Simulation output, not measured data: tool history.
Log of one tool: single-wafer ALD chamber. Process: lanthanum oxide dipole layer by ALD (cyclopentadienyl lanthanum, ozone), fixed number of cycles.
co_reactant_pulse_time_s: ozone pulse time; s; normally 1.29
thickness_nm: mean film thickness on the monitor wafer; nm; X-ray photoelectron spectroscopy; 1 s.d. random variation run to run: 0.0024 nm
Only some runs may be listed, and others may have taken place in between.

| run | hour | co_reactant_pulse_time_s | read-back reference wafer on the same gauge, thickness_nm | thickness_nm |
|---|---|---|---|---|
| 1 | 0.0 | 1.66 | 0.446 | 0.546 |
| 2 | 27.8 | 1.07 | 0.446 | 0.481 |
| 3 | 92.4 | 1.07 | 0.446 | 0.482 |
| 4 | 122.2 | 1.07 | 0.446 | 0.490 |
|  | 123.3 | gauge calibrated |
| 5 | 172.9 | 1.29 | 0.446 | 0.523 |
| 6 | 215.7 | 1.60 | 0.446 | 0.544 |
| 7 | 263.1 | 1.60 | 0.446 | 0.549 |
| 8 | 312.4 | 1.66 | 0.446 | 0.549 |
| 9 | 376.3 | 1.05 | 0.446 | 0.485 |
|  | 385.9 | showerhead replaced |
|  | 425.9 | thermocouple changed; heater temperature recalibrated |
| 10 | 433.3 | 1.78 | 0.446 | 0.547 |
|  | 443.7 | ozone generator serviced |
| 11 | 459.1 | 1.42 | 0.445 | 0.530 |
| 12 | 522.5 | 1.46 | 0.446 | 0.535 |
|  | 549.0 | gauge calibrated |
| 13 | 594.1 | 1.03 | 0.446 | 0.476 |
| 14 | 646.8 | 1.29 | 0.446 | 0.519 |
| 15 | 713.8 | 1.14 | 0.446 | 0.499 |

The tool's hidden state at each run:
wafer temperature above the value expected at the setpoint (K): 0, the same for each run
ozone dose above that of a generator just serviced (%): 0, the same for each run
gauge reads high (%): 0, the same for each run

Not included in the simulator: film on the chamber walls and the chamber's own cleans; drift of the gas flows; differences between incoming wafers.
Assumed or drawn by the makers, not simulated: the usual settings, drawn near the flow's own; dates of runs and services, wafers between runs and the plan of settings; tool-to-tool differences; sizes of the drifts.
